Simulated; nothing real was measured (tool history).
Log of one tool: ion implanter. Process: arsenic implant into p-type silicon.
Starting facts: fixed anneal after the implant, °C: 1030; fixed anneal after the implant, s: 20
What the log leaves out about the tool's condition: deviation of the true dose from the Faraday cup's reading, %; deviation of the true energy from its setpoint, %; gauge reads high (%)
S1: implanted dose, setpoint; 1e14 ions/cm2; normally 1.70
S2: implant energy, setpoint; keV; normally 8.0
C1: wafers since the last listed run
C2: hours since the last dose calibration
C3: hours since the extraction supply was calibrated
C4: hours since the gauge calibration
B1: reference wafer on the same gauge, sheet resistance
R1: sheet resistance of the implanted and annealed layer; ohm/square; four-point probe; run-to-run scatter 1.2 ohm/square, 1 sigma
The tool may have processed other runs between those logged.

{"run": 1, "hour": 0.0, "S1": 1.7, "S2": 8.0, "C1": 0, "C2": 2632.6, "C3": 3068.1, "C4": 403.9, "B1": 654.17, "R1": 612.69}
{"run": 2, "hour": 10.6, "S1": 1.35, "S2": 7.0, "C1": 227, "C2": 2643.2, "C3": 3078.7, "C4": 414.5, "B1": 654.1, "R1": 742.19}
{"run": 3, "hour": 21.2, "S1": 1.35, "S2": 7.0, "C1": 227, "C2": 2653.8, "C3": 3089.3, "C4": 425.1, "B1": 654.16, "R1": 741.05}
{"run": 4, "hour": 31.3, "S1": 1.7, "S2": 8.0, "C1": 216, "C2": 2663.9, "C3": 3099.4, "C4": 435.2, "B1": 653.73, "R1": 612.04}
{"run": 5, "hour": 41.3, "S1": 1.7, "S2": 8.0, "C1": 214, "C2": 2673.9, "C3": 3109.4, "C4": 445.2, "B1": 653.87, "R1": 612.98}
{"hour": 49.9, "done": "Faraday cup replaced and dose calibrated"}
{"run": 6, "hour": 50.5, "S1": 1.7, "S2": 8.0, "C1": 25, "C2": 0.6, "C3": 3118.6, "C4": 454.4, "B1": 653.83, "R1": 589.57}
{"run": 7, "hour": 66.7, "S1": 1.7, "S2": 8.0, "C1": 347, "C2": 16.8, "C3": 3134.8, "C4": 470.6, "B1": 654.17, "R1": 590.46}
{"run": 8, "hour": 74.2, "S1": 1.87, "S2": 8.0, "C1": 160, "C2": 24.3, "C3": 3142.3, "C4": 478.1, "B1": 654.1, "R1": 548.39}
{"run": 9, "hour": 83.6, "S1": 1.87, "S2": 8.0, "C1": 201, "C2": 33.7, "C3": 3151.7, "C4": 487.5, "B1": 653.77, "R1": 547.49}
{"run": 10, "hour": 94.8, "S1": 1.87, "S2": 8.0, "C1": 240, "C2": 44.9, "C3": 3162.9, "C4": 498.7, "B1": 654.16, "R1": 549.54}
{"run": 11, "hour": 112.6, "S1": 2.06, "S2": 9.5, "C1": 381, "C2": 62.7, "C3": 3180.7, "C4": 516.5, "B1": 654.1, "R1": 501.51}
{"run": 12, "hour": 123.3, "S1": 2.06, "S2": 9.5, "C1": 229, "C2": 73.4, "C3": 3191.4, "C4": 527.2, "B1": 653.98, "R1": 501.47}
{"run": 13, "hour": 139.7, "S1": 1.56, "S2": 9.5, "C1": 351, "C2": 89.8, "C3": 3207.8, "C4": 543.6, "B1": 654.31, "R1": 625.15}
{"run": 14, "hour": 146.9, "S1": 1.36, "S2": 9.5, "C1": 154, "C2": 97.0, "C3": 3215.0, "C4": 550.8, "B1": 653.86, "R1": 693.0}
{"run": 15, "hour": 156.5, "S1": 1.7, "S2": 8.0, "C1": 205, "C2": 106.6, "C3": 3224.6, "C4": 560.4, "B1": 654.18, "R1": 592.83}
{"run": 16, "hour": 179.2, "S1": 1.55, "S2": 5.5, "C1": 486, "C2": 129.3, "C3": 3247.3, "C4": 583.1, "B1": 654.01, "R1": 656.41}
{"run": 17, "hour": 187.5, "S1": 1.7, "S2": 8.0, "C1": 177, "C2": 137.6, "C3": 3255.6, "C4": 591.4, "B1": 653.85, "R1": 593.46}
{"run": 18, "hour": 202.0, "S1": 2.09, "S2": 6.5, "C1": 310, "C2": 152.1, "C3": 3270.1, "C4": 605.9, "B1": 653.69, "R1": 509.9}
{"run": 19, "hour": 210.0, "S1": 2.05, "S2": 9.5, "C1": 171, "C2": 160.1, "C3": 3278.1, "C4": 613.9, "B1": 653.96, "R1": 504.32}
{"hour": 226.0, "done": "extraction supply calibrated"}
{"run": 20, "hour": 227.4, "S1": 1.7, "S2": 6.5, "C1": 201, "C2": 177.5, "C3": 1.4, "C4": 631.3, "B1": 654.01, "R1": 604.97}
{"run": 21, "hour": 244.5, "S1": 1.41, "S2": 8.0, "C1": 366, "C2": 194.6, "C3": 18.5, "C4": 648.4, "B1": 654.23, "R1": 688.03}
{"hour": 249.0, "done": "gauge calibrated"}
{"run": 22, "hour": 252.8, "S1": 2.1, "S2": 7.0, "C1": 177, "C2": 202.9, "C3": 26.8, "C4": 3.8, "B1": 654.05, "R1": 509.29}
{"run": 23, "hour": 268.5, "S1": 1.87, "S2": 7.0, "C1": 336, "C2": 218.6, "C3": 42.5, "C4": 19.5, "B1": 653.99, "R1": 558.04}
{"run": 24, "hour": 275.8, "S1": 1.7, "S2": 8.0, "C1": 156, "C2": 225.9, "C3": 49.8, "C4": 26.8, "B1": 654.07, "R1": 593.51}
{"run": 25, "hour": 292.6, "S1": 1.44, "S2": 6.5, "C1": 360, "C2": 242.7, "C3": 66.6, "C4": 43.6, "B1": 654.22, "R1": 691.49}
{"run": 26, "hour": 298.9, "S1": 1.7, "S2": 8.0, "C1": 135, "C2": 249.0, "C3": 72.9, "C4": 49.9, "B1": 653.71, "R1": 593.45}
{"run": 27, "hour": 316.6, "S1": 1.7, "S2": 6.0, "C1": 379, "C2": 266.7, "C3": 90.6, "C4": 67.6, "B1": 654.07, "R1": 611.55}
{"run": 28, "hour": 323.8, "S1": 2.05, "S2": 5.5, "C1": 154, "C2": 273.9, "C3": 97.8, "C4": 74.8, "B1": 654.08, "R1": 528.58}
{"run": 29, "hour": 336.1, "S1": 2.0, "S2": 8.0, "C1": 263, "C2": 286.2, "C3": 110.1, "C4": 87.1, "B1": 653.45, "R1": 521.88}
{"run": 30, "hour": 342.2, "S1": 2.21, "S2": 5.5, "C1": 130, "C2": 292.3, "C3": 116.2, "C4": 93.2, "B1": 653.8, "R1": 497.62}
{"run": 31, "hour": 348.3, "S1": 1.95, "S2": 10.5, "C1": 130, "C2": 298.4, "C3": 122.3, "C4": 99.3, "B1": 653.98, "R1": 521.84}
{"run": 32, "hour": 360.5, "S1": 2.06, "S2": 9.0, "C1": 261, "C2": 310.6, "C3": 134.5, "C4": 111.5, "B1": 654.23, "R1": 508.28}
{"run": 33, "hour": 370.0, "S1": 1.7, "S2": 8.0, "C1": 203, "C2": 320.1, "C3": 144.0, "C4": 121.0, "B1": 653.77, "R1": 596.65}
{"run": 34, "hour": 382.5, "S1": 1.23, "S2": 10.5, "C1": 267, "C2": 332.6, "C3": 156.5, "C4": 133.5, "B1": 653.78, "R1": 743.39}
{"run": 35, "hour": 399.7, "S1": 1.7, "S2": 8.0, "C1": 368, "C2": 349.8, "C3": 173.7, "C4": 150.7, "B1": 654.05, "R1": 598.08}
{"run": 36, "hour": 408.8, "S1": 1.7, "S2": 8.0, "C1": 195, "C2": 358.9, "C3": 182.8, "C4": 159.8, "B1": 654.0, "R1": 599.72}
{"run": 37, "hour": 425.3, "S1": 1.7, "S2": 8.0, "C1": 353, "C2": 375.4, "C3": 199.3, "C4": 176.3, "B1": 653.55, "R1": 601.01}

Hidden condition of the tool, last listed run before each entry between runs versus first listed run after:
Runs 5 to 6: Faraday cup replaced and dose calibrated (hour 49.9)
  deviation of the true dose from the Faraday cup's reading, %: -4.19 -> 0.569
  measured less the result without the state, R1: +20.28 -> -2.64 ohm/square
Runs 19 to 20: extraction supply calibrated (hour 226.0)
  deviation of the true dose from the Faraday cup's reading, %: -0.357 -> -0.447
  measured less the result without the state, R1: +1.42 -> +2.15 ohm/square
Runs 21 to 22: gauge calibrated (hour 249.0)
  deviation of the true dose from the Faraday cup's reading, %: -0.533 -> -0.575
  measured less the result without the state, R1: +2.86 -> +2.34 ohm/square
